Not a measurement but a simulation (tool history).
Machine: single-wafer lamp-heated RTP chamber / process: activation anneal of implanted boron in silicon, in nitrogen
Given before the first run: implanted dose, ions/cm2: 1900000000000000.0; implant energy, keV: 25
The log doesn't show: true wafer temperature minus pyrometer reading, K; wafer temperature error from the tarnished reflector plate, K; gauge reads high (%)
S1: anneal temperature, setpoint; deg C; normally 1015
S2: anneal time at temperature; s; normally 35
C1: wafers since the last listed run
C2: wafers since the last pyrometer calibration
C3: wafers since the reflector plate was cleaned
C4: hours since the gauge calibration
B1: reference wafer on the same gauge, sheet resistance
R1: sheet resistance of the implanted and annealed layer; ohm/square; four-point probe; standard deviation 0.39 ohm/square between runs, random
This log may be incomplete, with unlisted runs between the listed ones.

run 1 hour=0.0 | S1=991 S2=35 | C1=0 C2=2319 C3=7218 C4=12.5 | B1=82.27 | R1=76.39
run 2 hour=14.7 | S1=1015 S2=35 | C1=213 C2=2533 C3=7432 C4=27.2 | B1=82.29 | R1=69.93
run 3 hour=30.5 | S1=1022 S2=35 | C1=229 C2=2763 C3=7662 C4=43.0 | B1=82.29 | R1=69.13
run 4 hour=42.8 | S1=1022 S2=35 | C1=178 C2=2942 C3=7840 C4=55.3 | B1=82.35 | R1=69.74
run 5 hour=57.3 | S1=1022 S2=35 | C1=210 C2=3153 C3=8051 C4=69.8 | B1=81.98 | R1=69.83
run 6 hour=73.2 | S1=1015 S2=35 | C1=231 C2=3384 C3=8283 C4=85.7 | B1=82.21 | R1=71.48
run 7 hour=85.8 | S1=1015 S2=35 | C1=183 C2=3567 C3=8466 C4=98.3 | B1=82.30 | R1=70.88
run 8 hour=93.3 | S1=1015 S2=35 | C1=109 C2=3676 C3=8575 C4=105.8 | B1=82.19 | R1=70.47
run 9 hour=106.5 | S1=1015 S2=35 | C1=192 C2=3868 C3=8767 C4=119.0 | B1=82.36 | R1=70.20
run 10 hour=118.1 | S1=1015 S2=35 | C1=168 C2=4037 C3=8936 C4=130.6 | B1=82.22 | R1=70.72
run 11 hour=130.8 | S1=1015 S2=35 | C1=184 C2=4222 C3=9120 C4=143.3 | B1=82.29 | R1=70.09
run 12 hour=138.0 | S1=1015 S2=35 | C1=104 C2=4326 C3=9225 C4=150.5 | B1=82.09 | R1=70.53
-- hour=150.2 pyrometer window cleaned and pyrometer calibrated
run 13 hour=150.7 | S1=1015 S2=35 | C1=68 C2=7 C3=9294 C4=163.2 | B1=82.11 | R1=71.23
run 14 hour=161.0 | S1=1015 S2=35 | C1=149 C2=157 C3=9443 C4=173.5 | B1=82.18 | R1=70.11
run 15 hour=168.1 | S1=1015 S2=41 | C1=103 C2=260 C3=9547 C4=180.6 | B1=82.23 | R1=69.59
run 16 hour=178.0 | S1=1015 S2=41 | C1=144 C2=404 C3=9691 C4=190.5 | B1=82.51 | R1=70.04
run 17 hour=195.6 | S1=993 S2=23 | C1=256 C2=660 C3=9947 C4=208.1 | B1=82.20 | R1=77.95
run 18 hour=213.0 | S1=1024 S2=48 | C1=253 C2=913 C3=10200 C4=225.5 | B1=82.21 | R1=68.46
run 19 hour=219.7 | S1=1015 S2=28 | C1=97 C2=1011 C3=10297 C4=232.2 | B1=82.28 | R1=70.21
-- hour=234.6 reflector plate cleaned
run 20 hour=235.1 | S1=1015 S2=18 | C1=107 C2=1118 C3=6 C4=247.6 | B1=82.16 | R1=71.49
run 21 hour=243.0 | S1=1015 S2=46 | C1=114 C2=1233 C3=121 C4=255.5 | B1=82.15 | R1=70.60
run 22 hour=254.5 | S1=1030 S2=35 | C1=167 C2=1400 C3=289 C4=267.0 | B1=82.17 | R1=68.21
run 23 hour=263.8 | S1=989 S2=19 | C1=135 C2=1536 C3=424 C4=276.3 | B1=82.42 | R1=80.02
-- hour=266.9 gauge calibrated
run 24 hour=308.2 | S1=1028 S2=28 | C1=645 C2=2182 C3=1070 C4=41.3 | B1=82.23 | R1=69.07
run 25 hour=324.2 | S1=1015 S2=51 | C1=232 C2=2414 C3=1302 C4=57.3 | B1=82.46 | R1=68.98
run 26 hour=332.0 | S1=1015 S2=35 | C1=113 C2=2528 C3=1416 C4=65.1 | B1=82.33 | R1=69.93
run 27 hour=340.2 | S1=1015 S2=35 | C1=119 C2=2647 C3=1535 C4=73.3 | B1=82.27 | R1=70.82
run 28 hour=348.3 | S1=1015 S2=17 | C1=117 C2=2765 C3=1653 C4=81.4 | B1=82.39 | R1=73.01
run 29 hour=361.1 | S1=1015 S2=35 | C1=186 C2=2951 C3=1839 C4=94.2 | B1=82.27 | R1=71.01
run 30 hour=378.5 | S1=1015 S2=35 | C1=253 C2=3204 C3=2092 C4=111.6 | B1=82.13 | R1=71.39
run 31 hour=384.8 | S1=1001 S2=52 | C1=91 C2=3296 C3=2184 C4=117.9 | B1=82.31 | R1=72.92
run 32 hour=394.1 | S1=1038 S2=22 | C1=135 C2=3431 C3=2319 C4=127.2 | B1=82.03 | R1=68.41

What differs in the tool's unlogged condition from the final listed run ahead of each entry between runs to the first listed run following it?
Between runs 12 and 13: pyrometer window cleaned and pyrometer calibrated (hour 150.2)
  both runs share identical hidden conditions
Between runs 19 and 20: reflector plate cleaned (hour 234.6)
  both runs share identical hidden conditions
Between runs 23 and 24: gauge calibrated (hour 266.9)
  both runs share identical hidden conditions
